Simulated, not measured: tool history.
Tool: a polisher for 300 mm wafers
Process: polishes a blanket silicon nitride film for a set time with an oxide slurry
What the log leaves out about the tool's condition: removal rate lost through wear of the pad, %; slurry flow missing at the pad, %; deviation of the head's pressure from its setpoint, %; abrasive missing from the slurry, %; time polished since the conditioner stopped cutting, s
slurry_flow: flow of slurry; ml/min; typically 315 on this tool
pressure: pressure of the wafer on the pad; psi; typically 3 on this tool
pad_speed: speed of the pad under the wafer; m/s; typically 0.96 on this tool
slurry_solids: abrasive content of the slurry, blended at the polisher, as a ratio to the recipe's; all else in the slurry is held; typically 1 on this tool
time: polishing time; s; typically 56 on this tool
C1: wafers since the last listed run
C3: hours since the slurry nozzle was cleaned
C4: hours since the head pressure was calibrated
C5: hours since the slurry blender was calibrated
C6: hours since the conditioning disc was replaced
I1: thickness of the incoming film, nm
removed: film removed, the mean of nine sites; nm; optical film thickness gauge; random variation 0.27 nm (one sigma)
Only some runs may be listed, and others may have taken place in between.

{"run": 1, "day": 0.0, "slurry_flow": 370, "pressure": 3, "pad_speed": 0.96, "slurry_solids": 1, "time": 56, "C1": 0, "wafers polished on this pad": 659, "C3": 190.7, "C4": 1247.3, "C5": 67.5, "C6": 241.7, "I1": 443.2, "removed": 24}
{"run": 2, "day": 0.712, "slurry_flow": 370, "pressure": 3, "pad_speed": 0.96, "slurry_solids": 1, "time": 56, "C1": 169, "wafers polished on this pad": 829, "C3": 207.8, "C4": 1264.4, "C5": 84.6, "C6": 258.8, "I1": 451.8, "removed": 23.5}
{"day": 1.196, "done": "worn pad replaced by a new one"}
{"run": 3, "day": 1.408, "slurry_flow": 315, "pressure": 3, "pad_speed": 0.96, "slurry_solids": 1, "time": 56, "C1": 126, "wafers polished on this pad": 50, "C3": 224.5, "C4": 1281.1, "C5": 101.3, "C6": 275.5, "I1": 447.9, "removed": 24.8}
{"run": 4, "day": 2.125, "slurry_flow": 315, "pressure": 3, "pad_speed": 0.96, "slurry_solids": 1, "time": 56, "C1": 170, "wafers polished on this pad": 221, "C3": 241.7, "C4": 1298.3, "C5": 118.5, "C6": 292.7, "I1": 449.9, "removed": 24.9}
{"run": 5, "day": 3.112, "slurry_flow": 315, "pressure": 3, "pad_speed": 0.96, "slurry_solids": 1, "time": 56, "C1": 235, "wafers polished on this pad": 457, "C3": 265.4, "C4": 1322, "C5": 142.2, "C6": 316.4, "I1": 446.3, "removed": 24.2}
{"run": 6, "day": 3.533, "slurry_flow": 315, "pressure": 3, "pad_speed": 0.96, "slurry_solids": 1, "time": 56, "C1": 100, "wafers polished on this pad": 557, "C3": 275.5, "C4": 1332.1, "C5": 152.3, "C6": 326.5, "I1": 454.1, "removed": 24.1}
{"run": 7, "day": 4.042, "slurry_flow": 315, "pressure": 3, "pad_speed": 0.96, "slurry_solids": 1, "time": 56, "C1": 121, "wafers polished on this pad": 678, "C3": 287.7, "C4": 1344.3, "C5": 164.5, "C6": 338.7, "I1": 459.5, "removed": 23.3}
{"run": 8, "day": 4.679, "slurry_flow": 315, "pressure": 3, "pad_speed": 0.96, "slurry_solids": 1, "time": 56, "C1": 152, "wafers polished on this pad": 830, "C3": 303, "C4": 1359.6, "C5": 179.8, "C6": 354, "I1": 443.6, "removed": 23.1}
{"day": 5.225, "done": "worn pad replaced by a new one"}
{"run": 9, "day": 5.246, "slurry_flow": 315, "pressure": 3, "pad_speed": 0.96, "slurry_solids": 1, "time": 56, "C1": 95, "wafers polished on this pad": 5, "C3": 316.6, "C4": 1373.2, "C5": 193.4, "C6": 367.6, "I1": 454.6, "removed": 24}
{"day": 5.738, "done": "head pressure recalibrated"}
{"day": 5.796, "done": "conditioning disc replaced and pad reconditioned"}
{"run": 10, "day": 5.817, "slurry_flow": 315, "pressure": 3, "pad_speed": 0.96, "slurry_solids": 1, "time": 56, "C1": 101, "wafers polished on this pad": 107, "C3": 330.3, "C4": 1.9, "C5": 207.1, "C6": 0.5, "I1": 444.2, "removed": 24.2}
{"run": 11, "day": 6.092, "slurry_flow": 315, "pressure": 3, "pad_speed": 0.96, "slurry_solids": 1, "time": 56, "C1": 65, "wafers polished on this pad": 172, "C3": 336.9, "C4": 8.5, "C5": 213.7, "C6": 7.1, "I1": 448.2, "removed": 23.8}
{"run": 12, "day": 6.533, "slurry_flow": 315, "pressure": 3, "pad_speed": 0.96, "slurry_solids": 1, "time": 56, "C1": 105, "wafers polished on this pad": 278, "C3": 347.5, "C4": 19.1, "C5": 224.3, "C6": 17.7, "I1": 445.7, "removed": 23.6}
{"run": 13, "day": 6.933, "slurry_flow": 285, "pressure": 3.6, "pad_speed": 0.96, "slurry_solids": 0.85, "time": 75, "C1": 95, "wafers polished on this pad": 373, "C3": 357.1, "C4": 28.7, "C5": 233.9, "C6": 27.3, "I1": 450.9, "removed": 34.4}
{"run": 14, "day": 7.521, "slurry_flow": 210, "pressure": 3.6, "pad_speed": 0.96, "slurry_solids": 0.85, "time": 37, "C1": 140, "wafers polished on this pad": 513, "C3": 371.2, "C4": 42.8, "C5": 248, "C6": 41.4, "I1": 451.6, "removed": 16.3}
{"day": 7.925, "done": "slurry nozzle cleaned"}
{"run": 15, "day": 7.946, "slurry_flow": 425, "pressure": 3, "pad_speed": 1.1, "slurry_solids": 1, "time": 56, "C1": 91, "wafers polished on this pad": 605, "C3": 0.5, "C4": 53, "C5": 258.2, "C6": 51.6, "I1": 451.4, "removed": 25.7}
{"run": 16, "day": 8.55, "slurry_flow": 315, "pressure": 3, "pad_speed": 0.96, "slurry_solids": 1, "time": 56, "C1": 144, "wafers polished on this pad": 749, "C3": 15, "C4": 67.5, "C5": 272.7, "C6": 66.1, "I1": 445.3, "removed": 22.3}
{"run": 17, "day": 8.921, "slurry_flow": 395, "pressure": 3.5, "pad_speed": 0.76, "slurry_solids": 1, "time": 75, "C1": 88, "wafers polished on this pad": 837, "C3": 23.9, "C4": 76.4, "C5": 281.6, "C6": 75, "I1": 448.2, "removed": 29.6}
{"run": 18, "day": 9.754, "slurry_flow": 315, "pressure": 3.6, "pad_speed": 0.74, "slurry_solids": 0.7, "time": 46, "C1": 198, "wafers polished on this pad": 1036, "C3": 43.9, "C4": 96.4, "C5": 301.6, "C6": 95, "I1": 453.1, "removed": 14.3}
{"run": 19, "day": 10.142, "slurry_flow": 410, "pressure": 2.2, "pad_speed": 1.26, "slurry_solids": 0.75, "time": 56, "C1": 92, "wafers polished on this pad": 1128, "C3": 53.2, "C4": 105.7, "C5": 310.9, "C6": 104.3, "I1": 442.8, "removed": 15.8}
{"day": 10.225, "done": "slurry blender recalibrated"}
{"day": 10.483, "done": "worn pad replaced by a new one"}
{"run": 20, "day": 10.504, "slurry_flow": 315, "pressure": 3.4, "pad_speed": 0.96, "slurry_solids": 0.9, "time": 65, "C1": 26, "wafers polished on this pad": 4, "C3": 61.9, "C4": 114.4, "C5": 6.7, "C6": 113, "I1": 449.5, "removed": 31.6}
{"run": 21, "day": 10.788, "slurry_flow": 255, "pressure": 3.7, "pad_speed": 0.96, "slurry_solids": 0.75, "time": 74, "C1": 67, "wafers polished on this pad": 72, "C3": 68.7, "C4": 121.2, "C5": 13.5, "C6": 119.8, "I1": 453.4, "removed": 35}
{"run": 22, "day": 11.254, "slurry_flow": 345, "pressure": 3, "pad_speed": 1.14, "slurry_solids": 0.9, "time": 68, "C1": 111, "wafers polished on this pad": 183, "C3": 79.9, "C4": 132.4, "C5": 24.7, "C6": 131, "I1": 447.7, "removed": 33.5}
{"run": 23, "day": 11.746, "slurry_flow": 315, "pressure": 3, "pad_speed": 0.96, "slurry_solids": 1, "time": 38, "C1": 117, "wafers polished on this pad": 300, "C3": 91.7, "C4": 144.2, "C5": 36.5, "C6": 142.8, "I1": 445.9, "removed": 17}
{"run": 24, "day": 12.179, "slurry_flow": 315, "pressure": 3, "pad_speed": 0.96, "slurry_solids": 1, "time": 56, "C1": 103, "wafers polished on this pad": 404, "C3": 102.1, "C4": 154.6, "C5": 46.9, "C6": 153.2, "I1": 451.4, "removed": 25.3}
{"run": 25, "day": 12.521, "slurry_flow": 315, "pressure": 3, "pad_speed": 0.96, "slurry_solids": 1, "time": 56, "C1": 81, "wafers polished on this pad": 485, "C3": 110.3, "C4": 162.8, "C5": 55.1, "C6": 161.4, "I1": 446.5, "removed": 24.7}
{"run": 26, "day": 13.042, "slurry_flow": 315, "pressure": 3, "pad_speed": 0.96, "slurry_solids": 1, "time": 45, "C1": 124, "wafers polished on this pad": 609, "C3": 122.8, "C4": 175.3, "C5": 67.6, "C6": 173.9, "I1": 452.5, "removed": 19.6}
{"run": 27, "day": 13.758, "slurry_flow": 225, "pressure": 3, "pad_speed": 0.96, "slurry_solids": 1, "time": 65, "C1": 170, "wafers polished on this pad": 780, "C3": 140, "C4": 192.5, "C5": 84.8, "C6": 191.1, "I1": 450.3, "removed": 26.6}

Forecast each of these 3 alternatives for the next run:
{"run": "A", "day": 13.775, "slurry_flow": 315, "pressure": 3, "pad_speed": 0.96, "slurry_solids": 1, "time": 56, "C1": 3, "wafers polished on this pad": 784, "C3": 140.4, "C4": 192.9, "C5": 85.2, "C6": 191.5, "I1": 450.8, "removed": "?"}
{"run": "B", "day": 13.775, "slurry_flow": 240, "pressure": 2.5, "pad_speed": 0.96, "slurry_solids": 1, "time": 56, "C1": 3, "wafers polished on this pad": 784, "C3": 140.4, "C4": 192.9, "C5": 85.2, "C6": 191.5, "I1": 450.8, "removed": "?"}
{"run": "C", "day": 13.775, "slurry_flow": 360, "pressure": 3, "pad_speed": 0.96, "slurry_solids": 1.15, "time": 56, "C1": 3, "wafers polished on this pad": 784, "C3": 140.4, "C4": 192.9, "C5": 85.2, "C6": 191.5, "I1": 450.8, "removed": "?"}

run=A removed=23.4
run=B removed=18.9
run=C removed=25.2
With the hidden condition removed and each run's random variation left untouched, the same runs would have given:
run=A removed=25.3
run=B removed=20.5
run=C removed=27.2
